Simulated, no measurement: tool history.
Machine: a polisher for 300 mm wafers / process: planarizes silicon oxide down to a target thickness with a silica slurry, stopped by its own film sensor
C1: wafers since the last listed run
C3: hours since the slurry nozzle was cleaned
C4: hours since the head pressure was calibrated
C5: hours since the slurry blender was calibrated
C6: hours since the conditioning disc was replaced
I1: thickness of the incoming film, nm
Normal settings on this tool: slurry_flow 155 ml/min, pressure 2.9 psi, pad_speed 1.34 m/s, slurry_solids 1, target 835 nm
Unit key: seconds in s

run 1 hour=0 | slurry_flow=155 pressure=2.9 pad_speed=1.34 slurry_solids=1 target=809 | C1=0 wafers_polished_on_this_pad=330 C3=689.4 C4=859.3 C5=221.2 C6=83.9 | I1=1052.9 | seconds=109.8
run 2 hour=19.4 | slurry_flow=170 pressure=2.9 pad_speed=1.44 slurry_solids=1 target=835 | C1=272 wafers_polished_on_this_pad=603 C3=708.8 C4=878.7 C5=240.6 C6=103.3 | I1=1031.1 | seconds=86.6
run 3 hour=45.4 | slurry_flow=155 pressure=2.9 pad_speed=1.68 slurry_solids=1 target=835 | C1=365 wafers_polished_on_this_pad=968 C3=734.8 C4=904.7 C5=266.6 C6=129.3 | I1=1034.6 | seconds=79.3
run 4 hour=76.5 | slurry_flow=155 pressure=2.9 pad_speed=1.68 slurry_solids=1 target=835 | C1=436 wafers_polished_on_this_pad=1405 C3=765.9 C4=935.8 C5=297.7 C6=160.4 | I1=1025.1 | seconds=79.5
-- hour=84.5 worn pad replaced by a new one
-- hour=117.7 conditioning disc replaced and pad reconditioned
run 5 hour=128.6 | slurry_flow=155 pressure=2.9 pad_speed=1.34 slurry_solids=1 target=835 | C1=647 wafers_polished_on_this_pad=590 C3=818 C4=987.9 C5=349.8 C6=10.9 | I1=1043.8 | seconds=88.3
run 6 hour=159.9 | slurry_flow=155 pressure=2.9 pad_speed=1.34 slurry_solids=1 target=835 | C1=439 wafers_polished_on_this_pad=1030 C3=849.3 C4=1019.2 C5=381.1 C6=42.2 | I1=1031.5 | seconds=86.2
-- hour=174.5 worn pad replaced by a new one, of another model than before
run 7 hour=184.5 | slurry_flow=115 pressure=2.9 pad_speed=1.34 slurry_solids=1 target=835 | C1=289 wafers_polished_on_this_pad=140 C3=873.9 C4=1043.8 C5=405.7 C6=66.8 | I1=1047.7 | seconds=97
-- hour=238.5 slurry nozzle cleaned
run 8 hour=239 | slurry_flow=115 pressure=2.9 pad_speed=1.34 slurry_solids=1 target=835 | C1=751 wafers_polished_on_this_pad=891 C3=0.5 C4=1098.3 C5=460.2 C6=121.3 | I1=1036 | seconds=94.4
-- hour=249.1 head pressure recalibrated
-- hour=253.3 slurry blender recalibrated
-- hour=275.4 worn pad replaced by a new one
run 9 hour=275.9 | slurry_flow=155 pressure=2.9 pad_speed=1.34 slurry_solids=1 target=813 | C1=405 wafers_polished_on_this_pad=7 C3=37.4 C4=26.8 C5=22.6 C6=158.2 | I1=1052.1 | seconds=112.3
run 10 hour=297 | slurry_flow=155 pressure=2.9 pad_speed=1.34 slurry_solids=0.75 target=835 | C1=296 wafers_polished_on_this_pad=303 C3=58.5 C4=47.9 C5=43.7 C6=179.3 | I1=1055.2 | seconds=127.7
run 11 hour=323.5 | slurry_flow=180 pressure=2.9 pad_speed=0.9 slurry_solids=1 target=876 | C1=372 wafers_polished_on_this_pad=675 C3=85 C4=74.4 C5=70.2 C6=205.8 | I1=1042.6 | seconds=112.2
-- hour=337.3 conditioning disc replaced and pad reconditioned
run 12 hour=339.9 | slurry_flow=155 pressure=2 pad_speed=1.12 slurry_solids=1 target=835 | C1=202 wafers_polished_on_this_pad=877 C3=101.4 C4=90.8 C5=86.6 C6=2.6 | I1=1034.8 | seconds=133.2
-- hour=367.3 worn pad replaced by a new one
run 13 hour=371.8 | slurry_flow=155 pressure=3.2 pad_speed=1.34 slurry_solids=1 target=835 | C1=391 wafers_polished_on_this_pad=62 C3=133.3 C4=122.7 C5=118.5 C6=34.5 | I1=1041.4 | seconds=85.5
run 14 hour=407.7 | slurry_flow=115 pressure=2.9 pad_speed=1.34 slurry_solids=1 target=835 | C1=504 wafers_polished_on_this_pad=566 C3=169.2 C4=158.6 C5=154.4 C6=70.4 | I1=1036.6 | seconds=95.2
run 15 hour=422.5 | slurry_flow=155 pressure=2.9 pad_speed=1.34 slurry_solids=1 target=835 | C1=207 wafers_polished_on_this_pad=774 C3=184 C4=173.4 C5=169.2 C6=85.2 | I1=1025.1 | seconds=88.4
run 16 hour=448.7 | slurry_flow=155 pressure=2 pad_speed=1.12 slurry_solids=1 target=835 | C1=367 wafers_polished_on_this_pad=1142 C3=210.2 C4=199.6 C5=195.4 C6=111.4 | I1=1052 | seconds=150.2
-- hour=455.3 worn pad replaced by a new one
run 17 hour=471.6 | slurry_flow=155 pressure=2.9 pad_speed=0.9 slurry_solids=1 target=863 | C1=265 wafers_polished_on_this_pad=228 C3=233.1 C4=222.5 C5=218.3 C6=134.3 | I1=1044.4 | seconds=121.5
run 18 hour=504.5 | slurry_flow=155 pressure=3.7 pad_speed=1.34 slurry_solids=1 target=856 | C1=461 wafers_polished_on_this_pad=690 C3=266 C4=255.4 C5=251.2 C6=167.2 | I1=1017.4 | seconds=65.6

Forecast each of these 4 alternatives for the next run:
run A hour=504.9 | slurry_flow=155 pressure=2.9 pad_speed=1.34 slurry_solids=1 target=835 | C1=5 wafers_polished_on_this_pad=696 C3=266.4 C4=255.8 C5=251.6 C6=167.6 | I1=1037.4 | seconds=?
run B hour=504.9 | slurry_flow=210 pressure=2.9 pad_speed=1.34 slurry_solids=0.75 target=888 | C1=5 wafers_polished_on_this_pad=696 C3=266.4 C4=255.8 C5=251.6 C6=167.6 | I1=1037.4 | seconds=?
run C hour=504.9 | slurry_flow=180 pressure=2 pad_speed=1.34 slurry_solids=1.2 target=904 | C1=5 wafers_polished_on_this_pad=696 C3=266.4 C4=255.8 C5=251.6 C6=167.6 | I1=1037.4 | seconds=?
run D hour=504.9 | slurry_flow=115 pressure=2.9 pad_speed=1.34 slurry_solids=1 target=870 | C1=5 wafers_polished_on_this_pad=696 C3=266.4 C4=255.8 C5=251.6 C6=167.6 | I1=1037.4 | seconds=?

run=A seconds=96.6
run=B seconds=85.6
run=C seconds=71.7
run=D seconds=82
Had the tool no hidden state, the same runs would have come out as:
run=A seconds=85.2
run=B seconds=75.5
run=C seconds=64.8
run=D seconds=72.4
